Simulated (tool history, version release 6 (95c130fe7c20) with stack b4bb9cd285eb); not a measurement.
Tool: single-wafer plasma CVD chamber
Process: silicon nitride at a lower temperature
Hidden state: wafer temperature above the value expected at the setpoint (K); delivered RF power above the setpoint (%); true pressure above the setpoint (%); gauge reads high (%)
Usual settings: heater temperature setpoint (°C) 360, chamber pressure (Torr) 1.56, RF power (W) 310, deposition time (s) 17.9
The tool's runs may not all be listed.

run,day,heater temperature setpoint (°C),chamber pressure (Torr),RF power (W),deposition time (s),wafers since the last listed run,hours since the last thermocouple change,hours since the last RF generator calibration,hours since the last manometer calibration,hours since the showerhead was replaced,hours since the gauge calibration,"read-back reference wafer on the same gauge, thickness_nm",mean film thickness on the monitor wafer (Å)
1,0.000,360,1.56,310,17.9,0,1409.1,1345.8,1571.3,5537.7,271.5,20.500,202.95
2,1.188,360,1.56,310,17.9,1334,1437.6,1374.3,1599.8,5566.2,300.0,20.503,204.70
3,2.133,360,1.56,310,17.9,1062,1460.3,1397.0,1622.5,5588.9,322.7,20.507,204.55
4,3.600,360,1.56,310,17.9,1647,1495.5,1432.2,1657.7,5624.1,357.9,20.532,203.82
5,4.908,360,1.35,310,20.1,1469,1526.9,1463.6,1689.1,5655.5,389.3,20.524,218.00
6,5.925,360,1.35,310,20.1,1142,1551.3,1488.0,1713.5,5679.9,413.7,20.503,216.41
7,7.050,360,1.56,310,17.9,1263,1578.3,1515.0,1740.5,5706.9,440.7,20.499,205.59
8,8.421,360,1.56,310,17.9,1540,1611.2,1547.9,1773.4,5739.8,473.6,20.490,205.07
# day 9.679: showerhead replaced
9,9.700,360,1.56,310,17.9,1062,1641.9,1578.6,1804.1,0.5,504.3,20.497,205.07
10,10.592,360,1.56,310,17.9,1001,1663.3,1600.0,1825.5,21.9,525.7,20.505,203.12
# day 11.404: gauge calibrated
11,12.029,360,1.32,310,17.9,1615,1697.8,1634.5,1860.0,56.4,15.0,20.504,190.87
12,12.538,360,1.32,310,17.9,571,1710.0,1646.7,1872.2,68.6,27.2,20.492,188.86
# day 13.621: thermocouple changed; heater temperature recalibrated
13,13.775,360,1.39,270,19.3,1015,3.7,1676.4,1901.9,98.3,56.9,20.484,186.58
# day 15.242: RF generator calibrated
14,15.267,360,1.56,310,17.9,1301,39.5,0.6,1937.7,134.1,92.7,20.512,217.26
15,16.379,360,1.56,310,17.9,1249,66.2,27.3,1964.4,160.8,119.4,20.463,216.67
16,17.729,372,1.41,310,16.9,1516,98.6,59.7,1996.8,193.2,151.8,20.532,194.15
17,18.871,360,1.56,340,15.8,1282,126.0,87.1,2024.2,220.6,179.2,20.488,203.14
18,22.454,360,1.56,310,17.9,4025,212.0,173.1,2110.2,306.6,265.2,20.466,210.90
19,23.067,360,1.56,285,14.6,688,226.7,187.8,2124.9,321.3,279.9,20.503,163.00
20,23.700,360,1.56,310,17.9,711,241.9,203.0,2140.1,336.5,295.1,20.528,213.34
21,24.412,366,1.40,295,21.1,800,259.0,220.1,2157.2,353.6,312.2,20.514,232.47
# day 25.538: capacitance manometer re-zeroed and calibrated
22,25.854,360,1.19,345,15.0,1245,293.6,254.7,7.6,388.2,346.8,20.471,170.84
23,26.946,360,1.89,310,19.1,1226,319.8,280.9,33.8,414.4,373.0,20.499,245.32
24,28.138,360,1.56,310,17.9,1338,348.4,309.5,62.4,443.0,401.6,20.518,211.21
25,31.562,348,1.93,335,15.5,3848,430.6,391.7,144.6,525.2,483.8,20.511,209.60
26,32.529,360,1.56,310,17.9,1086,453.8,414.9,167.8,548.4,507.0,20.526,210.61
27,33.250,360,1.56,310,17.9,809,471.1,432.2,185.1,565.7,524.3,20.482,210.91
# day 36.208: gauge calibrated
28,36.396,346,1.84,365,17.9,3534,546.6,507.7,260.6,641.2,4.5,20.476,249.91

How the hidden state differs across the entries between the runs, from the last listed run before each to the first after it:
Between runs 8 and 9: showerhead replaced (day 9.679)
  delivered RF power above the setpoint (%): -7.96 -> -7.99
  measured less the result without the state, mean film thickness on the monitor wafer (Å): -12.83 -> -12.88
Between runs 10 and 11: gauge calibrated (day 11.404)
  delivered RF power above the setpoint (%): -8.01 -> -8.04
  measured less the result without the state, mean film thickness on the monitor wafer (Å): -12.80 -> -12.08
Between runs 12 and 13: thermocouple changed; heater temperature recalibrated (day 13.621)
  delivered RF power above the setpoint (%): -8.06 -> -8.08
  measured less the result without the state, mean film thickness on the monitor wafer (Å): -11.98 -> -12.43
Between runs 13 and 14: RF generator calibrated (day 15.242)
  delivered RF power above the setpoint (%): -8.08 -> -0.0209
  measured less the result without the state, mean film thickness on the monitor wafer (Å): -12.43 -> -0.04
Between runs 21 and 22: capacitance manometer re-zeroed and calibrated (day 25.538)
  delivered RF power above the setpoint (%): -2.6 -> -2.92
  measured less the result without the state, mean film thickness on the monitor wafer (Å): -4.55 -> -3.53
Between runs 27 and 28: gauge calibrated (day 36.208)
  delivered RF power above the setpoint (%): -4.33 -> -4.82
  measured less the result without the state, mean film thickness on the monitor wafer (Å): -6.88 -> -8.66
